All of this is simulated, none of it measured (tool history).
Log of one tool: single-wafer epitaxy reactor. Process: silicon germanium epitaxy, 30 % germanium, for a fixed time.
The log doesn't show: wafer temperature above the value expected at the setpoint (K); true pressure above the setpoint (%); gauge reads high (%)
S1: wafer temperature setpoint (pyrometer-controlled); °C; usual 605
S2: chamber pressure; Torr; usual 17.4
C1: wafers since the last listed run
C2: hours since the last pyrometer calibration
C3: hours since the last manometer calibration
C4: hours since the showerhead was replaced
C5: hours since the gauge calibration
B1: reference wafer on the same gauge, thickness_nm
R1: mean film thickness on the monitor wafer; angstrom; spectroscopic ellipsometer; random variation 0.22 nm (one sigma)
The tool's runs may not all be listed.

run	hour	S1	S2	C1	C2	C3	C4	C5	B1	R1
1	0.0	605	14.6	0	2204.4	328.7	5048.1	1910.4	77.372	575.93
2	181.5	613	17.4	5097	2385.9	510.2	5229.6	2091.9	77.398	729.88
3	226.2	613	17.4	1255	2430.6	554.9	5274.3	2136.6	77.497	726.50
4	291.8	613	17.4	1842	2496.2	620.5	5339.9	2202.2	77.394	724.51
# hour 339.4: gauge calibrated
5	352.6	616	18.9	1707	2557.0	681.3	5400.7	13.2	77.429	800.68
# hour 365.2: pyrometer calibrated
6	393.3	616	18.9	918	28.1	722.0	5441.4	53.9	77.388	832.02
7	424.0	605	17.4	862	58.8	752.7	5472.1	84.6	77.325	644.71
8	467.2	605	17.4	1213	102.0	795.9	5515.3	127.8	77.429	642.79
9	526.2	605	17.4	1657	161.0	854.9	5574.3	186.8	77.370	641.28
10	555.3	605	17.4	817	190.1	884.0	5603.4	215.9	77.428	642.05
# hour 581.7: capacitance manometer re-zeroed and calibrated
11	613.8	605	17.4	1418	248.6	32.1	5661.9	274.4	77.494	644.66
12	638.4	611	15.9	690	273.2	56.7	5686.5	299.0	77.449	696.09
# hour 679.1: showerhead replaced, of another model than before
13	737.6	605	17.4	2561	372.4	155.9	58.5	398.2	77.387	642.99
14	791.6	610	14.4	1516	426.4	209.9	112.5	452.2	77.433	666.07
15	818.1	605	17.4	744	452.9	236.4	139.0	478.7	77.363	641.97
16	886.5	605	14.6	1921	521.3	304.8	207.4	547.1	77.307	600.59
17	925.2	591	19.0	1086	560.0	343.5	246.1	585.8	77.363	496.68
18	996.2	605	17.4	1994	631.0	414.5	317.1	656.8	77.455	643.03
19	1128.4	593	20.5	3713	763.2	546.7	449.3	789.0	77.325	525.84
20	1163.6	596	21.1	988	798.4	581.9	484.5	824.2	77.405	569.20
21	1211.8	610	19.2	1353	846.6	630.1	532.7	872.4	77.354	735.62
22	1251.4	618	19.3	1112	886.2	669.7	572.3	912.0	77.463	856.88
23	1277.1	605	14.9	721	911.9	695.4	598.0	937.7	77.350	602.67
24	1304.1	611	20.5	758	938.9	722.4	625.0	964.7	77.377	765.82
25	1355.2	618	21.1	1435	990.0	773.5	676.1	1015.8	77.389	889.26
26	1385.9	605	17.4	862	1020.7	804.2	706.8	1046.5	77.361	632.76
27	1448.4	605	17.4	1755	1083.2	866.7	769.3	1109.0	77.419	635.36
28	1518.0	597	20.9	1954	1152.8	936.3	838.9	1178.6	77.367	571.75
29	1668.2	618	17.4	4218	1303.0	1086.5	989.1	1328.8	77.365	822.64
30	1737.3	599	21.1	1940	1372.1	1155.6	1058.2	1397.9	77.465	597.41
# hour 1768.1: capacitance manometer re-zeroed and calibrated
31	1785.6	605	15.1	1131	1420.4	17.5	1106.5	1446.2	77.365	599.90
32	1836.7	617	17.4	1435	1471.5	68.6	1157.6	1497.3	77.378	801.41

Forecast run 33:
33	1902.8	605	16.2	1856	1537.6	134.7	1223.7	1563.4	?	?

B1: 77.434
R1: 613.32 angstrom
Without the tool's hidden state the same run would have given R1 631.90 angstrom.

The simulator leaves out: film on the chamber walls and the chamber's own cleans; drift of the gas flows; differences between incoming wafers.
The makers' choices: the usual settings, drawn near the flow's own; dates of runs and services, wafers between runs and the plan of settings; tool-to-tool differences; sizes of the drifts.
